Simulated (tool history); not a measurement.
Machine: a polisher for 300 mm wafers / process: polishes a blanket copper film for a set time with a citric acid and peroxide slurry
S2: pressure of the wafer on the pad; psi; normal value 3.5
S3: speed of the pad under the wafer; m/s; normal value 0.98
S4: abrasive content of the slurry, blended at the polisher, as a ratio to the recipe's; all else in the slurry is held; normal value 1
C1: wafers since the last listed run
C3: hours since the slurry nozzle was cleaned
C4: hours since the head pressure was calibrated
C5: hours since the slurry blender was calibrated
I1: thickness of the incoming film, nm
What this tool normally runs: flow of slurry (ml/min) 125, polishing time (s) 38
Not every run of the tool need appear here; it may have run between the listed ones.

run 1 hour=0 | flow_of_slurry_(ml/min)=125 S2=3.5 S3=0.98 S4=1 polishing_time_(s)=38 | C1=0 wafers_polished_on_this_pad=55 C3=381 C4=305.2 C5=56.7 | I1=517.4 | film_removed_(Å)=819
run 2 hour=14.7 | flow_of_slurry_(ml/min)=125 S2=3.5 S3=0.98 S4=1 polishing_time_(s)=38 | C1=150 wafers_polished_on_this_pad=205 C3=395.7 C4=319.9 C5=71.4 | I1=525.7 | film_removed_(Å)=816
run 3 hour=47.7 | flow_of_slurry_(ml/min)=125 S2=3.5 S3=1.1 S4=0.75 polishing_time_(s)=38 | C1=337 wafers_polished_on_this_pad=542 C3=428.7 C4=352.9 C5=104.4 | I1=527.3 | film_removed_(Å)=874
-- hour=52.3 head pressure recalibrated
run 4 hour=74.7 | flow_of_slurry_(ml/min)=125 S2=3.5 S3=1.1 S4=0.75 polishing_time_(s)=38 | C1=255 wafers_polished_on_this_pad=798 C3=455.7 C4=22.4 C5=131.4 | I1=512.3 | film_removed_(Å)=879
-- hour=92.2 worn pad replaced by a new one
run 5 hour=101.8 | flow_of_slurry_(ml/min)=125 S2=3.5 S3=1.1 S4=0.75 polishing_time_(s)=38 | C1=236 wafers_polished_on_this_pad=98 C3=482.8 C4=49.5 C5=158.5 | I1=521.8 | film_removed_(Å)=891
run 6 hour=115.3 | flow_of_slurry_(ml/min)=125 S2=3.5 S3=0.98 S4=1 polishing_time_(s)=38 | C1=137 wafers_polished_on_this_pad=236 C3=496.3 C4=63 C5=172 | I1=512.3 | film_removed_(Å)=823
run 7 hour=144.3 | flow_of_slurry_(ml/min)=125 S2=3.5 S3=0.98 S4=1 polishing_time_(s)=38 | C1=296 wafers_polished_on_this_pad=532 C3=525.3 C4=92 C5=201 | I1=524.2 | film_removed_(Å)=829
-- hour=176.1 slurry blender recalibrated
run 8 hour=176.6 | flow_of_slurry_(ml/min)=125 S2=2.6 S3=1.16 S4=1 polishing_time_(s)=38 | C1=309 wafers_polished_on_this_pad=842 C3=557.6 C4=124.3 C5=0.5 | I1=517.1 | film_removed_(Å)=802
-- hour=202.7 worn pad replaced by a new one
run 9 hour=208.4 | flow_of_slurry_(ml/min)=125 S2=2.6 S3=1.16 S4=1 polishing_time_(s)=38 | C1=284 wafers_polished_on_this_pad=58 C3=589.4 C4=156.1 C5=32.3 | I1=524.7 | film_removed_(Å)=805
run 10 hour=235.7 | flow_of_slurry_(ml/min)=105 S2=3.5 S3=0.98 S4=1 polishing_time_(s)=38 | C1=279 wafers_polished_on_this_pad=337 C3=616.7 C4=183.4 C5=59.6 | I1=517.3 | film_removed_(Å)=793
run 11 hour=262.9 | flow_of_slurry_(ml/min)=125 S2=3.5 S3=0.98 S4=1.25 polishing_time_(s)=38 | C1=278 wafers_polished_on_this_pad=615 C3=643.9 C4=210.6 C5=86.8 | I1=520.2 | film_removed_(Å)=855
run 12 hour=275.8 | flow_of_slurry_(ml/min)=125 S2=3.5 S3=0.98 S4=0.75 polishing_time_(s)=38 | C1=131 wafers_polished_on_this_pad=747 C3=656.8 C4=223.5 C5=99.7 | I1=522.6 | film_removed_(Å)=789
run 13 hour=300.3 | flow_of_slurry_(ml/min)=125 S2=3.5 S3=0.98 S4=1.25 polishing_time_(s)=38 | C1=250 wafers_polished_on_this_pad=997 C3=681.3 C4=248 C5=124.2 | I1=511.6 | film_removed_(Å)=847
-- hour=312.1 worn pad replaced by a new one
run 14 hour=323.1 | flow_of_slurry_(ml/min)=125 S2=3.5 S3=0.82 S4=1 polishing_time_(s)=38 | C1=192 wafers_polished_on_this_pad=112 C3=704.1 C4=270.8 C5=147 | I1=517.4 | film_removed_(Å)=685
-- hour=349.1 slurry nozzle cleaned
run 15 hour=350.3 | flow_of_slurry_(ml/min)=125 S2=3.5 S3=1.1 S4=0.75 polishing_time_(s)=38 | C1=267 wafers_polished_on_this_pad=380 C3=1.2 C4=298 C5=174.2 | I1=521.8 | film_removed_(Å)=794
run 16 hour=372.8 | flow_of_slurry_(ml/min)=125 S2=3.5 S3=0.98 S4=1 polishing_time_(s)=38 | C1=229 wafers_polished_on_this_pad=610 C3=23.7 C4=320.5 C5=196.7 | I1=516.5 | film_removed_(Å)=751
-- hour=386.7 head pressure recalibrated
run 17 hour=393.1 | flow_of_slurry_(ml/min)=80 S2=3.5 S3=0.98 S4=1 polishing_time_(s)=38 | C1=187 wafers_polished_on_this_pad=797 C3=44 C4=6.4 C5=217 | I1=518.6 | film_removed_(Å)=632
-- hour=407.9 slurry blender recalibrated
-- hour=431.5 worn pad replaced by a new one
-- hour=484.4 slurry nozzle cleaned, repeated, since the last time left the tool worse
run 18 hour=499.9 | flow_of_slurry_(ml/min)=170 S2=3.5 S3=0.98 S4=1 polishing_time_(s)=38 | C1=1020 wafers_polished_on_this_pad=689 C3=15.5 C4=113.2 C5=92 | I1=523.4 | film_removed_(Å)=905
run 19 hour=512.6 | flow_of_slurry_(ml/min)=110 S2=4.7 S3=1.12 S4=1 polishing_time_(s)=38 | C1=129 wafers_polished_on_this_pad=819 C3=28.2 C4=125.9 C5=104.7 | I1=522.5 | film_removed_(Å)=1146
-- hour=546.3 worn pad replaced by a new one
run 20 hour=546.8 | flow_of_slurry_(ml/min)=125 S2=4.3 S3=1.18 S4=1 polishing_time_(s)=33 | C1=308 wafers_polished_on_this_pad=4 C3=62.4 C4=160.1 C5=138.9 | I1=525.2 | film_removed_(Å)=1014

Pick out some run-to-run changes in film removed (Å). Of each, how much would a tool without hidden state show as well, from the settings, what came in and chance, and how much is left for the hidden state and any gauge scatter not in both results compared?
Hidden conditions of the tool in this case: removal rate lost through wear of the pad, %; slurry flow missing at the pad, %; deviation of the head's pressure from its setpoint, %; abrasive missing from the slurry, %.
Run 14 -> 15: S3 0.82 -> 1.1, S4 1 -> 0.75, slurry nozzle cleaned. film removed (Å) +109: hidden state -84, all else +193.
Run 17 -> 18: flow of slurry (ml/min) 80 -> 170, slurry blender recalibrated, worn pad replaced by a new one, slurry nozzle cleaned, repeated, since the last time left the tool worse. film removed (Å) +273: hidden state +133, all else +140.
Run 18 -> 19: flow of slurry (ml/min) 170 -> 110, S2 3.5 -> 4.7, S3 0.98 -> 1.12. film removed (Å) +241: hidden state -4, all else +245.
